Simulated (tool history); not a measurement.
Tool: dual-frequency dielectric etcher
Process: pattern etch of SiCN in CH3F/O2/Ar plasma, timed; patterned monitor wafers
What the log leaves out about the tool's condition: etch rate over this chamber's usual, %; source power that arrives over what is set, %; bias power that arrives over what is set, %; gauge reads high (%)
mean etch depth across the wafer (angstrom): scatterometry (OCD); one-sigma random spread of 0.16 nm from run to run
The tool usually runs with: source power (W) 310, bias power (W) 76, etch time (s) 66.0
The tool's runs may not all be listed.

| run | day | source power (W) | bias power (W) | etch time (s) | wafers since the last listed run | hours since the last wet clean | hours since the last source power generator calibration | hours since the last bias power generator calibration | hours since the last upper electrode change | hours since the gauge calibration | read-back reference wafer on the same gauge, depth_nm | mean etch depth across the wafer (angstrom) |
|---|---|---|---|---|---|---|---|---|---|---|---|---|
| 1 | 0.000 | 310 | 84 | 66.0 | 0 | 457.3 | 1447.3 | 1133.5 | 1555.8 | 338.5 | 26.58 | 243.3 |
|  | 1.938 | wet clean of the chamber |
| 2 | 2.533 | 310 | 84 | 66.0 | 429 | 14.3 | 1508.1 | 1194.3 | 1616.6 | 399.3 | 26.53 | 254.6 |
| 3 | 4.496 | 310 | 84 | 66.0 | 549 | 61.4 | 1555.2 | 1241.4 | 1663.7 | 446.4 | 26.66 | 257.1 |
| 4 | 6.575 | 280 | 62 | 66.0 | 581 | 111.3 | 1605.1 | 1291.3 | 1713.6 | 496.3 | 26.61 | 220.3 |
| 5 | 9.396 | 280 | 62 | 66.0 | 789 | 179.0 | 1672.8 | 1359.0 | 1781.3 | 564.0 | 26.59 | 216.2 |
| 6 | 10.900 | 310 | 76 | 66.0 | 420 | 215.1 | 1708.9 | 1395.1 | 1817.4 | 600.1 | 26.58 | 243.6 |
| 7 | 12.933 | 310 | 76 | 66.0 | 569 | 263.9 | 1757.7 | 1443.9 | 1866.2 | 648.9 | 26.58 | 241.0 |
| 8 | 15.092 | 310 | 76 | 66.0 | 604 | 315.7 | 1809.5 | 1495.7 | 1918.0 | 700.7 | 26.66 | 239.1 |
| 9 | 16.375 | 330 | 66 | 66.0 | 359 | 346.5 | 1840.3 | 1526.5 | 1948.8 | 731.5 | 26.64 | 233.6 |
|  | 18.104 | wet clean of the chamber |
| 10 | 19.275 | 330 | 66 | 66.0 | 531 | 28.1 | 1909.9 | 1596.1 | 2018.4 | 801.1 | 26.64 | 245.8 |
|  | 20.075 | source power generator calibrated |
| 11 | 21.646 | 330 | 76 | 66.0 | 616 | 85.0 | 37.7 | 1653.0 | 2075.3 | 858.0 | 26.52 | 252.9 |
| 12 | 23.629 | 330 | 76 | 66.0 | 555 | 132.6 | 85.3 | 1700.6 | 2122.9 | 905.6 | 26.66 | 251.2 |
| 13 | 25.912 | 310 | 76 | 60.5 | 639 | 187.4 | 140.1 | 1755.4 | 2177.7 | 960.4 | 26.54 | 221.4 |
| 14 | 27.754 | 370 | 76 | 66.0 | 515 | 231.6 | 184.3 | 1799.6 | 2221.9 | 1004.6 | 26.58 | 263.6 |
| 15 | 29.138 | 260 | 65 | 46.5 | 387 | 264.8 | 217.5 | 1832.8 | 2255.1 | 1037.8 | 26.65 | 146.6 |
|  | 29.821 | bias power generator calibrated |
| 16 | 30.904 | 230 | 61 | 72.5 | 447 | 307.2 | 259.9 | 26.0 | 2297.5 | 1080.2 | 26.59 | 211.4 |
|  | 31.117 | gauge calibrated |
|  | 34.088 | wet clean of the chamber |
| 17 | 34.108 | 360 | 86 | 74.0 | 616 | 0.5 | 336.8 | 102.9 | 2374.4 | 71.8 | 26.53 | 311.2 |
| 18 | 35.588 | 360 | 76 | 66.0 | 413 | 36.0 | 372.3 | 138.4 | 2409.9 | 107.3 | 26.63 | 264.2 |
| 19 | 37.258 | 380 | 64 | 55.5 | 467 | 76.1 | 412.4 | 178.5 | 2450.0 | 147.4 | 26.64 | 215.6 |
|  | 39.367 | upper electrode replaced |
| 20 | 39.388 | 390 | 69 | 75.0 | 316 | 127.2 | 463.5 | 229.6 | 0.5 | 198.5 | 26.59 | 301.9 |
| 21 | 41.233 | 310 | 76 | 66.0 | 516 | 171.5 | 507.8 | 273.9 | 44.8 | 242.8 | 26.55 | 241.9 |
| 22 | 43.992 | 310 | 76 | 66.0 | 771 | 237.7 | 574.0 | 340.1 | 111.0 | 309.0 | 26.58 | 238.8 |
| 23 | 45.742 | 310 | 85 | 77.0 | 489 | 279.7 | 616.0 | 382.1 | 153.0 | 351.0 | 26.55 | 292.2 |
| 24 | 48.742 | 310 | 88 | 51.5 | 839 | 351.7 | 688.0 | 454.1 | 225.0 | 423.0 | 26.72 | 194.7 |
| 25 | 50.600 | 230 | 61 | 72.5 | 520 | 396.3 | 732.6 | 498.7 | 269.6 | 467.6 | 26.64 | 204.1 |

Run 26, settings as shown, results not yet in. Your forecast:
| 26 | 52.488 | 380 | 70 | 66.0 | 528 | 441.6 | 777.9 | 544.0 | 314.9 | 512.9 | ? | ? |

read-back reference wafer on the same gauge, depth_nm: 26.59
mean etch depth across the wafer (angstrom): 254.8
Were there no unlogged condition in the tool, this run, its random variation unchanged, would have produced mean etch depth across the wafer (angstrom) 270.6.
